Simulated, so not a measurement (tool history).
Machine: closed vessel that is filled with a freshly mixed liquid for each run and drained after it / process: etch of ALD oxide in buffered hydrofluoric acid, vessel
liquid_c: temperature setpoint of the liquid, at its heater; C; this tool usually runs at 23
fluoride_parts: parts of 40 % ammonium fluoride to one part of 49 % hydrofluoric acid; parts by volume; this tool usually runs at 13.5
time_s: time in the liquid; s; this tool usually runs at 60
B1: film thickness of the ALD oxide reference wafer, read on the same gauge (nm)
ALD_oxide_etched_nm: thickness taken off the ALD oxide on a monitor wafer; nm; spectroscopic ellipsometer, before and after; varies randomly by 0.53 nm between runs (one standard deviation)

{"run": 1, "hour": 0.0, "liquid_c": 24.5, "fluoride_parts": 17, "time_s": 60, "B1": 70, "ALD_oxide_etched_nm": 79.9}
{"run": 2, "hour": 42.2, "liquid_c": 23, "fluoride_parts": 12, "time_s": 60, "B1": 70, "ALD_oxide_etched_nm": 104.13}
{"run": 3, "hour": 86.6, "liquid_c": 23, "fluoride_parts": 12, "time_s": 60, "B1": 70, "ALD_oxide_etched_nm": 104.54}
{"run": 4, "hour": 124.8, "liquid_c": 23, "fluoride_parts": 13.5, "time_s": 60, "B1": 69.97, "ALD_oxide_etched_nm": 94.14}
{"run": 5, "hour": 150.6, "liquid_c": 23, "fluoride_parts": 13.5, "time_s": 60, "B1": 70.02, "ALD_oxide_etched_nm": 93.21}
{"run": 6, "hour": 218.2, "liquid_c": 24.5, "fluoride_parts": 13.5, "time_s": 60, "B1": 69.99, "ALD_oxide_etched_nm": 101.61}
{"run": 7, "hour": 267.9, "liquid_c": 24.5, "fluoride_parts": 13.5, "time_s": 60, "B1": 69.99, "ALD_oxide_etched_nm": 101.53}
{"run": 8, "hour": 292.7, "liquid_c": 23, "fluoride_parts": 13.5, "time_s": 60, "B1": 69.96, "ALD_oxide_etched_nm": 93.9}
{"run": 9, "hour": 322.1, "liquid_c": 23, "fluoride_parts": 13.5, "time_s": 60, "B1": 70, "ALD_oxide_etched_nm": 93.07}
{"run": 10, "hour": 358.9, "liquid_c": 23, "fluoride_parts": 13.5, "time_s": 60, "B1": 70.03, "ALD_oxide_etched_nm": 93.31}
{"run": 11, "hour": 383.0, "liquid_c": 23, "fluoride_parts": 13.5, "time_s": 60, "B1": 70.03, "ALD_oxide_etched_nm": 93.39}
{"run": 12, "hour": 427.4, "liquid_c": 24.5, "fluoride_parts": 13.5, "time_s": 60, "B1": 70, "ALD_oxide_etched_nm": 101.74}
{"run": 13, "hour": 460.0, "liquid_c": 25.5, "fluoride_parts": 15, "time_s": 35, "B1": 69.99, "ALD_oxide_etched_nm": 55.96}
{"hour": 473.3, "done": "gauge calibrated"}
{"run": 14, "hour": 529.3, "liquid_c": 23, "fluoride_parts": 13.5, "time_s": 60, "B1": 70.02, "ALD_oxide_etched_nm": 94.01}
{"run": 15, "hour": 575.6, "liquid_c": 23, "fluoride_parts": 13.5, "time_s": 60, "B1": 70.01, "ALD_oxide_etched_nm": 93.91}
{"hour": 592.6, "done": "thermometer replaced"}
{"run": 16, "hour": 637.6, "liquid_c": 24.5, "fluoride_parts": 8.5, "time_s": 70, "B1": 69.96, "ALD_oxide_etched_nm": 190.94}
{"run": 17, "hour": 670.4, "liquid_c": 25, "fluoride_parts": 11, "time_s": 40, "B1": 70.01, "ALD_oxide_etched_nm": 90}
{"run": 18, "hour": 697.1, "liquid_c": 23, "fluoride_parts": 16.5, "time_s": 60, "B1": 70, "ALD_oxide_etched_nm": 81.81}
{"hour": 753.5, "done": "hydrofluoric acid flow meter replaced"}
{"hour": 763.8, "done": "thermometer replaced, repeated, since the last time left the tool worse"}
{"run": 19, "hour": 764.3, "liquid_c": 23, "fluoride_parts": 8.5, "time_s": 95, "B1": 69.99, "ALD_oxide_etched_nm": 210.85}
{"run": 20, "hour": 825.9, "liquid_c": 23, "fluoride_parts": 9.5, "time_s": 60, "B1": 70.03, "ALD_oxide_etched_nm": 119.69}
{"run": 21, "hour": 896.6, "liquid_c": 23, "fluoride_parts": 13.5, "time_s": 70, "B1": 70.03, "ALD_oxide_etched_nm": 101.57}
{"run": 22, "hour": 946.2, "liquid_c": 21.5, "fluoride_parts": 9.5, "time_s": 60, "B1": 69.97, "ALD_oxide_etched_nm": 111.52}
{"run": 23, "hour": 985.6, "liquid_c": 25.5, "fluoride_parts": 11.5, "time_s": 75, "B1": 69.98, "ALD_oxide_etched_nm": 145.63}

4 ways to go on from here, each from the tool as it stands after run 23. What would each give?
{"run": "A", "hour": 986.3, "liquid_c": 23, "fluoride_parts": 8.5, "time_s": 60, "B1": "?", "ALD_oxide_etched_nm": "?"}
{"run": "B", "hour": 986.3, "liquid_c": 23, "fluoride_parts": 15.5, "time_s": 60, "B1": "?", "ALD_oxide_etched_nm": "?"}
{"run": "C", "hour": 986.3, "liquid_c": 25, "fluoride_parts": 13.5, "time_s": 95, "B1": "?", "ALD_oxide_etched_nm": "?"}
{"run": "D", "hour": 986.3, "liquid_c": 23, "fluoride_parts": 10.5, "time_s": 60, "B1": "?", "ALD_oxide_etched_nm": "?"}

run=A B1=69.99 ALD_oxide_etched_nm=132.61
run=B B1=69.99 ALD_oxide_etched_nm=75.97
run=C B1=69.99 ALD_oxide_etched_nm=153.63
run=D B1=69.99 ALD_oxide_etched_nm=111.23
The same runs, with their run-to-run variation unchanged, on a tool lacking any hidden condition would have given:
run=A ALD_oxide_etched_nm=131.31
run=B ALD_oxide_etched_nm=75.22
run=C ALD_oxide_etched_nm=152.14
run=D ALD_oxide_etched_nm=110.13
